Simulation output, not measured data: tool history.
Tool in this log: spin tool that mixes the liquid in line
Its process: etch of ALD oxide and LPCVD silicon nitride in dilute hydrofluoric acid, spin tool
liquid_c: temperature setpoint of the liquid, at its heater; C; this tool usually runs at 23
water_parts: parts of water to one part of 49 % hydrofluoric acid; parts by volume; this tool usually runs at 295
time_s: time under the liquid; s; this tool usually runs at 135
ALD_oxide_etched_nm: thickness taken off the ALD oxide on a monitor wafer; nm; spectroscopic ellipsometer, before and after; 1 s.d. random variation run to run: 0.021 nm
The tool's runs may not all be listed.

run    hour  liquid_c  water_parts  time_s  wafers since the last listed run  hours since the thermometer was replaced  hours since the hydrofluoric acid flow meter was replaced  hours since the gauge calibration  read-back film thickness of the ALD oxide reference wafer, read on the same gauge (nm)  ALD_oxide_etched_nm
  1     0.0        22          295     110                                 0                                    1733.7                                                     1041.8                              120.1                                                                                  150.01                 4.42
  2   105.3        22          295     110                               822                                    1839.0                                                     1147.1                              225.4                                                                                  150.01                 4.44
  3   204.7        22          295     110                               776                                    1938.4                                                     1246.5                              324.8                                                                                  150.01                 4.46
  4   283.7        23          375     135                               616                                    2017.4                                                     1325.5                              403.8                                                                                  150.00                 4.16
  5   354.8        23          375     135                               555                                    2088.5                                                     1396.6                              474.9                                                                                  150.01                 4.14
  6   455.5        23          375     135                               786                                    2189.2                                                     1497.3                              575.6                                                                                  149.99                 4.20
  7   503.4        20          295     135                               374                                    2237.1                                                     1545.2                              623.5                                                                                  150.00                 5.14
      643.4  -- thermometer replaced
  8   708.7        23          255     115                              1595                                      65.3                                                     1750.5                              828.8                                                                                  149.98                 5.85
      725.7  -- gauge calibrated
  9   797.9        23          295     135                               696                                     154.5                                                     1839.7                               72.2                                                                                  150.01                 5.77
      836.6  -- hydrofluoric acid flow meter replaced
 10   896.9        23          375     135                               765                                     253.5                                                       60.3                              171.2                                                                                  150.00                 4.36
 11   960.6        23          295     135                               497                                     317.2                                                      124.0                              234.9                                                                                  150.02                 5.96
 12  1047.2        26          295     135                               676                                     403.8                                                      210.6                              321.5                                                                                  149.99                 6.66
 13  1095.1        19          415     200                               374                                     451.7                                                      258.5                              369.4                                                                                  150.01                 4.98
 14  1154.6        23          195     135                               464                                     511.2                                                      318.0                              428.9                                                                                  150.00                 9.91

Run 15 comes next. What will it give?
     1169.7  -- hydrofluoric acid flow meter replaced, repeated, since the last time left the tool worse
 15  1246.9        23          385     135                               712                                     603.5                                                       77.2                              521.2                                                                                       ?                    ?

{"run 15": {"read-back film thickness of the ALD oxide reference wafer, read on the same gauge (nm)": 150.0, "ALD_oxide_etched_nm": 3.9}}
With the hidden condition absent and the run-to-run variation left alone, this run would have shown ALD_oxide_etched_nm 3.89 nm.
